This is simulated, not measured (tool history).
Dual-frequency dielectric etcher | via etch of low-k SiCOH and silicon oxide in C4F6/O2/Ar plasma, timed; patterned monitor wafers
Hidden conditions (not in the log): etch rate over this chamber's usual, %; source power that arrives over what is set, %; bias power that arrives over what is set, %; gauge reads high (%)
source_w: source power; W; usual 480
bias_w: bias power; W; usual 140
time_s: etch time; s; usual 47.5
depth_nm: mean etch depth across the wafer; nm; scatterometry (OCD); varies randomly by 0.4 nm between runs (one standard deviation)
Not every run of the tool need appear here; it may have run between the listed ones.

run,hour,source_w,bias_w,time_s,wafers since the last listed run,hours since the last wet clean,hours since the last source power generator calibration,hours since the last bias power generator calibration,hours since the last upper electrode change,hours since the gauge calibration,"read-back reference wafer on the same gauge, depth_nm",depth_nm
1,0,480,140,47.5,0,470.8,3841.7,3589.5,3767.5,411.8,105,106.8
# hour 103: wet clean of the chamber
2,103.5,440,140,47.5,1247,0.5,3945.2,3693,3871,515.3,105.1,99.5
3,147.6,440,140,47.5,691,44.6,3989.3,3737.1,3915.1,559.4,105.1,99.2
4,192.1,440,140,47.5,698,89.1,4033.8,3781.6,3959.6,603.9,105.1,98.7
5,234.3,400,140,41.5,662,131.3,4076,3823.8,4001.8,646.1,104.9,81.3
6,486.3,400,140,41.5,3954,383.3,4328,4075.8,4253.8,898.1,104.9,81.5
# hour 552.5: wet clean of the chamber
7,565.4,400,140,41.5,864,12.9,4407.1,4154.9,4332.9,977.2,104.8,81.6
8,614,580,164,47.5,762,61.5,4455.7,4203.5,4381.5,1025.8,104.9,127.4
9,682.4,580,164,47.5,1073,129.9,4524.1,4271.9,4449.9,1094.2,104.9,127.1
10,727.2,580,164,47.5,702,174.7,4568.9,4316.7,4494.7,1139,104.9,128.3
11,810.7,480,140,47.5,1310,258.2,4652.4,4400.2,4578.2,1222.5,104.9,106.8
12,847.5,480,140,47.5,577,295,4689.2,4437,4615,1259.3,104.9,106.6
# hour 895.4: upper electrode replaced, of another model than before
13,912.1,480,140,47.5,637,359.6,4753.8,4501.6,16.7,1323.9,105,106.7
14,983.7,480,140,47.5,1123,431.2,4825.4,4573.2,88.3,1395.5,105.1,106.9
15,1047.7,480,140,47.5,1004,495.2,4889.4,4637.2,152.3,1459.5,105,107.4
# hour 1092.1: wet clean of the chamber
16,1092.6,430,140,43.5,327,0.5,4934.3,4682.1,197.2,1504.4,105,91.5
# hour 1110.4: gauge calibrated
17,1158.9,480,140,47.5,1040,66.8,5000.6,4748.4,263.5,48.5,105.1,104.7
# hour 1180.4: bias power generator calibrated
18,1215.5,480,140,47.5,825,123.4,5057.2,35.1,320.1,105.1,104.9,104
19,1268.5,600,161,37.5,831,176.4,5110.2,88.1,373.1,158.1,105.1,98.9
20,1307.2,400,151,41,607,215.1,5148.9,126.8,411.8,196.8,105,89.6
21,1412.2,480,175,47.5,1647,320.1,5253.9,231.8,516.8,301.8,105,122.2
22,1457.6,510,173,47.5,712,365.5,5299.3,277.2,562.2,347.2,105,123.4
# hour 1478.3: source power generator calibrated
23,1543.1,480,140,47.5,1278,451,64.8,362.7,647.7,432.7,104.9,106.4
# hour 1604.4: wet clean of the chamber
24,1604.9,420,159,40.5,593,0.5,126.6,424.5,709.5,494.5,104.9,91.9
25,1693.9,480,140,47.5,1396,89.5,215.6,513.5,798.5,583.5,105,105.1
26,1784.6,580,164,47.5,1423,180.2,306.3,604.2,889.2,674.2,105,125.7
27,1843.6,580,124,47.5,925,239.2,365.3,663.2,948.2,733.2,105,104.7
28,1883.3,540,175,40,622,278.9,405,702.9,987.9,772.9,104.9,106.6

For some of the steps in depth_nm from one run to the next: how much would appear even if the tool had no hidden state, given the settings, what came in and random variation, and how much remains for the hidden state plus any gauge scatter that the measured result and the result without hidden state don't share?
Run 1 -> 2: source_w 480 -> 440, wet clean of the chamber. depth_nm -7.3 nm: hidden state -2.4, all else -4.9.
Run 7 -> 8: source_w 400 -> 580, bias_w 140 -> 164, time_s 41.5 -> 47.5. depth_nm +45.8 nm: hidden state +0.4, all else +45.4.
Run 15 -> 16: source_w 480 -> 430, time_s 47.5 -> 43.5, wet clean of the chamber. depth_nm -15.9 nm: hidden state -3, all else -12.9.
Run 20 -> 21: source_w 400 -> 480, bias_w 151 -> 175, time_s 41 -> 47.5. depth_nm +32.6 nm: hidden state +0.7, all else +31.9.

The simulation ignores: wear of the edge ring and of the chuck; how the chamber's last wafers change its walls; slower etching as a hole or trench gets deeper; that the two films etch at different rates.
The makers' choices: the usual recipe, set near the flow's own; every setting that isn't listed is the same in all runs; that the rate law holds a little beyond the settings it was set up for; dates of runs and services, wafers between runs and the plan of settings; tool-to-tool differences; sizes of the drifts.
